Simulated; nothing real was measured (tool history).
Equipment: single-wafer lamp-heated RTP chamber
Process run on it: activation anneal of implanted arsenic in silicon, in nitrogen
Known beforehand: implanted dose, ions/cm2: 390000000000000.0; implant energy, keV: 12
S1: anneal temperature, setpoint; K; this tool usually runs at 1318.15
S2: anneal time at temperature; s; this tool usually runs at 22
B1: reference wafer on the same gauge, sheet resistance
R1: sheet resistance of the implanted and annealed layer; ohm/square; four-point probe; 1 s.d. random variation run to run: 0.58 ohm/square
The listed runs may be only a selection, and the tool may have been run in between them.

Run 1, hour 0.0: usual settings but S2 28 s; B1 192.02. Result: R1 219.12 ohm/square.
Run 2, hour 29.5: usual settings; B1 191.90. Result: R1 222.70 ohm/square.
Run 3, hour 62.7: usual settings; B1 192.01. Result: R1 221.80 ohm/square.
Run 4, hour 98.1: usual settings; B1 191.94. Result: R1 221.99 ohm/square.
Run 5, hour 118.2: usual settings but S2 30 s; B1 191.98. Result: R1 218.22 ohm/square.
At hour 147.0: pyrometer window cleaned and pyrometer calibrated.
Run 6, hour 151.8: usual settings; B1 191.82. Result: R1 224.14 ohm/square.
Run 7, hour 171.7: usual settings; B1 192.00. Result: R1 222.13 ohm/square.
Run 8, hour 199.6: usual settings; B1 192.02. Result: R1 223.06 ohm/square.
Run 9, hour 225.7: usual settings; B1 191.97. Result: R1 223.07 ohm/square.
Run 10, hour 239.6: usual settings but S2 26 s; B1 191.94. Result: R1 220.71 ohm/square.
Run 11, hour 255.2: usual settings; B1 191.91. Result: R1 222.69 ohm/square.
Run 12, hour 278.1: usual settings; B1 191.99. Result: R1 221.26 ohm/square.
Run 13, hour 301.9: usual settings but S2 16 s; B1 192.20. Result: R1 225.44 ohm/square.
Run 14, hour 331.0: usual settings but S2 16 s; B1 192.08. Result: R1 225.78 ohm/square.
Run 15, hour 348.0: usual settings but S2 15 s; B1 191.95. Result: R1 225.97 ohm/square.
Run 16, hour 368.0: usual settings; B1 192.01. Result: R1 222.25 ohm/square.
At hour 378.9: reflector plate cleaned.
Run 17, hour 393.5: usual settings but S1 1335.15 K; B1 191.98. Result: R1 216.94 ohm/square.
At hour 418.1: gauge calibrated.
At hour 430.4: pyrometer window cleaned and pyrometer calibrated.
Run 18, hour 430.9: usual settings but S1 1336.15 K; B1 191.93. Result: R1 219.30 ohm/square.
Run 19, hour 436.1: usual settings but S1 1330.15 K; B1 192.02. Result: R1 220.96 ohm/square.
Run 20, hour 468.2: usual settings but S1 1346.15 K, S2 12 s; B1 192.01. Result: R1 223.53 ohm/square.
Run 21, hour 480.6: usual settings but S1 1292.15 K; B1 191.91. Result: R1 229.82 ohm/square.
Run 22, hour 503.7: usual settings but S1 1339.15 K, S2 14 s; B1 191.97. Result: R1 222.59 ohm/square.
Run 23, hour 526.1: usual settings but S1 1294.15 K; B1 191.88. Result: R1 229.70 ohm/square.
Run 24, hour 553.5: usual settings but S2 28 s; B1 191.93. Result: R1 219.93 ohm/square.
Run 25, hour 568.3: usual settings; B1 192.11. Result: R1 222.03 ohm/square.

Estimate the outcome of run 26 from the log above:
Run 26, hour 583.9: usual settings but S2 16 s; B1 ?. Result: R1 ?.

Run 26 measured B1 192.07, R1 226.07 ohm/square.
The same run, on a tool lacking any hidden state, would have yielded R1 227.77 ohm/square.
